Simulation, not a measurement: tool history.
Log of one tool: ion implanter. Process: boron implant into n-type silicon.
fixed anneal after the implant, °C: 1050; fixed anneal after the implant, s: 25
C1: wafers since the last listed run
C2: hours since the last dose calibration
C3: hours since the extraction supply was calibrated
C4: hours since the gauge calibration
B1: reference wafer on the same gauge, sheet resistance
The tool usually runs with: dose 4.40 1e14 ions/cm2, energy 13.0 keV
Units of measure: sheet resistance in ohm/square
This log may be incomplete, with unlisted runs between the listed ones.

run 1 hour=0.0 | dose=4.40 energy=13.0 | C1=0 C2=41.1 C3=2657.4 C4=109.1 | B1=221.90 | sheet_resistance=242.39
run 2 hour=83.2 | dose=4.40 energy=13.0 | C1=3745 C2=124.3 C3=2740.6 C4=192.3 | B1=221.96 | sheet_resistance=244.32
run 3 hour=314.7 | dose=4.40 energy=16.5 | C1=10422 C2=355.8 C3=2972.1 C4=423.8 | B1=221.96 | sheet_resistance=237.78
run 4 hour=355.1 | dose=4.40 energy=13.0 | C1=1818 C2=396.2 C3=3012.5 C4=464.2 | B1=221.81 | sheet_resistance=243.31
run 5 hour=445.8 | dose=4.40 energy=13.0 | C1=4083 C2=486.9 C3=3103.2 C4=554.9 | B1=222.22 | sheet_resistance=244.86
run 6 hour=505.1 | dose=4.40 energy=10.0 | C1=2669 C2=546.2 C3=3162.5 C4=614.2 | B1=222.01 | sheet_resistance=249.49
run 7 hour=542.0 | dose=4.40 energy=10.0 | C1=1661 C2=583.1 C3=3199.4 C4=651.1 | B1=222.17 | sheet_resistance=250.35
run 8 hour=626.6 | dose=4.90 energy=13.0 | C1=3808 C2=667.7 C3=3284.0 C4=735.7 | B1=222.07 | sheet_resistance=222.92
-- hour=657.8 Faraday cup replaced and dose calibrated, repeated, since the last time left the tool worse
run 9 hour=672.1 | dose=4.40 energy=13.0 | C1=1688 C2=14.3 C3=3329.5 C4=781.2 | B1=221.96 | sheet_resistance=230.57
run 10 hour=778.7 | dose=4.40 energy=13.0 | C1=4799 C2=120.9 C3=3436.1 C4=887.8 | B1=222.07 | sheet_resistance=230.68
run 11 hour=833.1 | dose=4.40 energy=13.0 | C1=2449 C2=175.3 C3=3490.5 C4=942.2 | B1=222.05 | sheet_resistance=231.25
run 12 hour=908.6 | dose=4.40 energy=13.0 | C1=3399 C2=250.8 C3=3566.0 C4=1017.7 | B1=221.90 | sheet_resistance=230.89
run 13 hour=981.5 | dose=4.40 energy=13.0 | C1=3281 C2=323.7 C3=3638.9 C4=1090.6 | B1=222.00 | sheet_resistance=230.78
run 14 hour=1089.1 | dose=4.40 energy=13.0 | C1=4844 C2=431.3 C3=3746.5 C4=1198.2 | B1=221.92 | sheet_resistance=231.03
run 15 hour=1162.1 | dose=3.48 energy=15.5 | C1=3286 C2=504.3 C3=3819.5 C4=1271.2 | B1=222.02 | sheet_resistance=276.47
run 16 hour=1249.1 | dose=5.57 energy=13.0 | C1=3916 C2=591.3 C3=3906.5 C4=1358.2 | B1=222.31 | sheet_resistance=189.91
run 17 hour=1347.9 | dose=4.40 energy=13.0 | C1=4448 C2=690.1 C3=4005.3 C4=1457.0 | B1=222.17 | sheet_resistance=232.30
-- hour=1419.6 extraction supply calibrated
run 18 hour=1442.7 | dose=4.40 energy=13.0 | C1=3907 C2=784.9 C3=23.1 C4=1551.8 | B1=222.07 | sheet_resistance=232.18
run 19 hour=1510.0 | dose=4.40 energy=13.0 | C1=3029 C2=852.2 C3=90.4 C4=1619.1 | B1=222.04 | sheet_resistance=232.48
run 20 hour=1567.5 | dose=4.85 energy=14.5 | C1=2588 C2=909.7 C3=147.9 C4=1676.6 | B1=221.96 | sheet_resistance=212.50
-- hour=1583.2 gauge calibrated
run 21 hour=1658.4 | dose=4.80 energy=9.0 | C1=4092 C2=1000.6 C3=238.8 C4=75.2 | B1=221.86 | sheet_resistance=226.71
run 22 hour=1743.8 | dose=3.97 energy=11.5 | C1=3844 C2=1086.0 C3=324.2 C4=160.6 | B1=222.03 | sheet_resistance=258.09
run 23 hour=1802.0 | dose=4.40 energy=12.0 | C1=2620 C2=1144.2 C3=382.4 C4=218.8 | B1=221.97 | sheet_resistance=235.77
-- hour=1890.5 Faraday cup replaced and dose calibrated
run 24 hour=1907.5 | dose=3.95 energy=17.0 | C1=4389 C2=17.0 C3=487.9 C4=324.3 | B1=222.08 | sheet_resistance=244.82
run 25 hour=1998.9 | dose=3.16 energy=9.0 | C1=4114 C2=108.4 C3=579.3 C4=415.7 | B1=221.84 | sheet_resistance=317.64
run 26 hour=2083.7 | dose=5.23 energy=13.0 | C1=3817 C2=193.2 C3=664.1 C4=500.5 | B1=221.93 | sheet_resistance=199.48
run 27 hour=2178.1 | dose=5.63 energy=11.5 | C1=4249 C2=287.6 C3=758.5 C4=594.9 | B1=222.09 | sheet_resistance=190.33
run 28 hour=2265.7 | dose=4.40 energy=17.5 | C1=3943 C2=375.2 C3=846.1 C4=682.5 | B1=221.89 | sheet_resistance=224.01
run 29 hour=2316.6 | dose=3.84 energy=17.5 | C1=2291 C2=426.1 C3=897.0 C4=733.4 | B1=222.08 | sheet_resistance=252.18
run 30 hour=2401.3 | dose=4.40 energy=13.0 | C1=3813 C2=510.8 C3=981.7 C4=818.1 | B1=222.07 | sheet_resistance=231.62
run 31 hour=2467.0 | dose=3.82 energy=13.0 | C1=2957 C2=576.5 C3=1047.4 C4=883.8 | B1=221.95 | sheet_resistance=259.80
run 32 hour=2570.0 | dose=4.40 energy=13.0 | C1=4637 C2=679.5 C3=1150.4 C4=986.8 | B1=221.82 | sheet_resistance=232.25
run 33 hour=2616.3 | dose=5.01 energy=16.5 | C1=2084 C2=725.8 C3=1196.7 C4=1033.1 | B1=222.15 | sheet_resistance=202.96
run 34 hour=2720.7 | dose=4.40 energy=13.0 | C1=4700 C2=830.2 C3=1301.1 C4=1137.5 | B1=222.07 | sheet_resistance=231.83
run 35 hour=2761.3 | dose=4.91 energy=11.0 | C1=1827 C2=870.8 C3=1341.7 C4=1178.1 | B1=221.94 | sheet_resistance=215.71
run 36 hour=2798.2 | dose=4.40 energy=13.0 | C1=1661 C2=907.7 C3=1378.6 C4=1215.0 | B1=221.91 | sheet_resistance=232.05
run 37 hour=2892.8 | dose=4.40 energy=13.0 | C1=4258 C2=1002.3 C3=1473.2 C4=1309.6 | B1=221.89 | sheet_resistance=234.42
run 38 hour=2962.4 | dose=4.40 energy=9.5 | C1=3133 C2=1071.9 C3=1542.8 C4=1379.2 | B1=222.02 | sheet_resistance=241.28

Across each entry between runs, compare the hidden state at the last listed run before it with the hidden state at the first listed run after it:
From run 8 to run 9: Faraday cup replaced and dose calibrated, repeated, since the last time left the tool worse (hour 657.8)
  deviation of the true dose from the Faraday cup's reading, %: -6.48 -> 0.359
  measured value less the no-hidden-state value, sheet resistance: +12.18 -> -0.69 ohm/square
From run 17 to run 18: extraction supply calibrated (hour 1419.6)
  deviation of the true dose from the Faraday cup's reading, %: -0.352 -> -0.56
  measured value less the no-hidden-state value, sheet resistance: +0.67 -> +1.08 ohm/square
From run 20 to run 21: gauge calibrated (hour 1583.2)
  deviation of the true dose from the Faraday cup's reading, %: -0.876 -> -1.14
  measured value less the no-hidden-state value, sheet resistance: +1.56 -> +2.21 ohm/square
From run 23 to run 24: Faraday cup replaced and dose calibrated (hour 1890.5)
  deviation of the true dose from the Faraday cup's reading, %: -1.6 -> 0.389
  measured value less the no-hidden-state value, sheet resistance: +3.15 -> -0.78 ohm/square
